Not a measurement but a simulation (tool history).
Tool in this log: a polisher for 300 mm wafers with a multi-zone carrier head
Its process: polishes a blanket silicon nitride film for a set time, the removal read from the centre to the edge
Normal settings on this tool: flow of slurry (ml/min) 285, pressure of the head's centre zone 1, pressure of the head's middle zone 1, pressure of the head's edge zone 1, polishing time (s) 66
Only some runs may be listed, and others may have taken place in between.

run	hour	flow of slurry (ml/min)	pressure of the head's centre zone	pressure of the head's middle zone	pressure of the head's edge zone	polishing time (s)	wafers since the last listed run	wafers polished on this pad	hours since the slurry nozzle was cleaned	hours since the centre zone pressure was calibrated	hours since the edge zone pressure was calibrated	hours since the carrier head's membrane was replaced	incoming thickness of the incoming film, nm	film removed at the wafer's centre (Å)	film removed at mid-radius (Å)	film removed at the wafer's edge (Å)
1	0	285	1	1	1	66	0	3729	162.6	865	39	468.6	596.6	1494	1427	1394
# hour 56.7: worn pad replaced by a new one
2	74.8	285	1	1	1	66	501	128	237.4	939.8	113.8	543.4	595.4	1517	1463	1407
# hour 82.1: centre zone pressure recalibrated
3	180.2	285	1	1	1	66	731	860	342.8	98.1	219.2	648.8	589.8	1585	1434	1435
# hour 265.6: carrier head's membrane replaced by a new one
4	282.8	285	1	1.05	1	66	690	1550	445.4	200.7	321.8	17.2	586.4	1582	1481	1421
5	353.1	285	1	1	1	52	497	2048	515.7	271	392.1	87.5	595.6	1247	1123	1112
6	393.1	285	1	1	1	66	283	2331	555.7	311	432.1	127.5	588	1594	1432	1429
7	430.7	285	1.1	1	1	66	266	2597	593.3	348.6	469.7	165.1	589.9	1717	1439	1417
# hour 457.7: slurry nozzle cleaned
8	509.4	335	0.93	1	0.89	79	549	3147	51.7	427.3	548.4	243.8	588.8	1806	1742	1646
9	578.5	285	0.91	0.96	0.94	66	489	3636	120.8	496.4	617.5	312.9	589.2	1455	1400	1363
# hour 657: worn pad replaced by a new one
10	657.5	285	1	1	1	66	530	3	199.8	575.4	696.5	391.9	587.2	1612	1421	1426
# hour 689.2: centre zone pressure recalibrated, repeated, since the last time left the tool worse
11	759.9	195	1.11	1.06	1	88	710	714	302.2	70.7	798.9	494.3	592.8	1978	1921	1845
12	860	285	1	1	1.06	55	708	1422	402.3	170.8	899	594.4	590	1199	1213	1209
# hour 929.3: edge zone pressure recalibrated
13	951.3	260	0.92	0.96	1	45	632	2054	493.6	262.1	22	685.7	590.7	902	949	974
# hour 971.3: slurry nozzle cleaned
# hour 971.5: carrier head's membrane replaced by a new one
14	1056.1	370	1	1.06	1	66	733	2787	84.8	366.9	126.8	84.6	590.8	1481	1519	1459
15	1102.3	285	1	1	1	66	326	3114	131	413.1	173	130.8	583.7	1451	1454	1389
# hour 1158.7: worn pad replaced by a new one
16	1172	220	1	0.93	1	66	465	94	200.7	482.8	242.7	200.5	590.8	1436	1353	1366
17	1260.3	285	1.07	1	1	66	624	719	289	571.1	331	288.8	584.3	1541	1427	1397
18	1366	285	1	1	1	66	748	1467	394.7	676.8	436.7	394.5	588.6	1492	1445	1400
19	1450.7	285	1	1.03	1	66	599	2066	479.4	761.5	521.4	479.2	598.7	1491	1471	1393
20	1531.8	285	0.94	0.91	1	66	573	2640	560.5	842.6	602.5	560.3	595.9	1436	1358	1420
# hour 1553.9: slurry nozzle cleaned
21	1587.1	285	1.11	1	0.88	46	384	3025	33.2	897.9	657.8	615.6	595.2	1167	1006	951
# hour 1591: centre zone pressure recalibrated
22	1669.7	285	1	1	1	66	570	3595	115.8	78.7	740.4	698.2	594.1	1454	1435	1390

What if the next run were any one of these 4? Each begins from the tool's condition after run 22:
A	1670.1	285	1	1.06	1	66	2	3598	116.2	79.1	740.8	698.6	593.6	?	?	?
B	1670.1	285	1	1	1	87	2	3598	116.2	79.1	740.8	698.6	593.6	?	?	?
C	1670.1	285	1	1	1.1	66	2	3598	116.2	79.1	740.8	698.6	593.6	?	?	?
D	1670.1	200	1	1	1	48	2	3598	116.2	79.1	740.8	698.6	593.6	?	?	?

run	film removed at the wafer's centre (Å)	film removed at mid-radius (Å)	film removed at the wafer's edge (Å)
A	1418	1480	1397
B	1869	1876	1842
C	1418	1423	1455
D	995	1003	992
Stripped of hidden state, with their random variation kept, the same runs would have yielded:
run	film removed at the wafer's centre (Å)	film removed at mid-radius (Å)	film removed at the wafer's edge (Å)
A	1402	1480	1397
B	1847	1877	1842
C	1401	1423	1455
D	983	1003	992
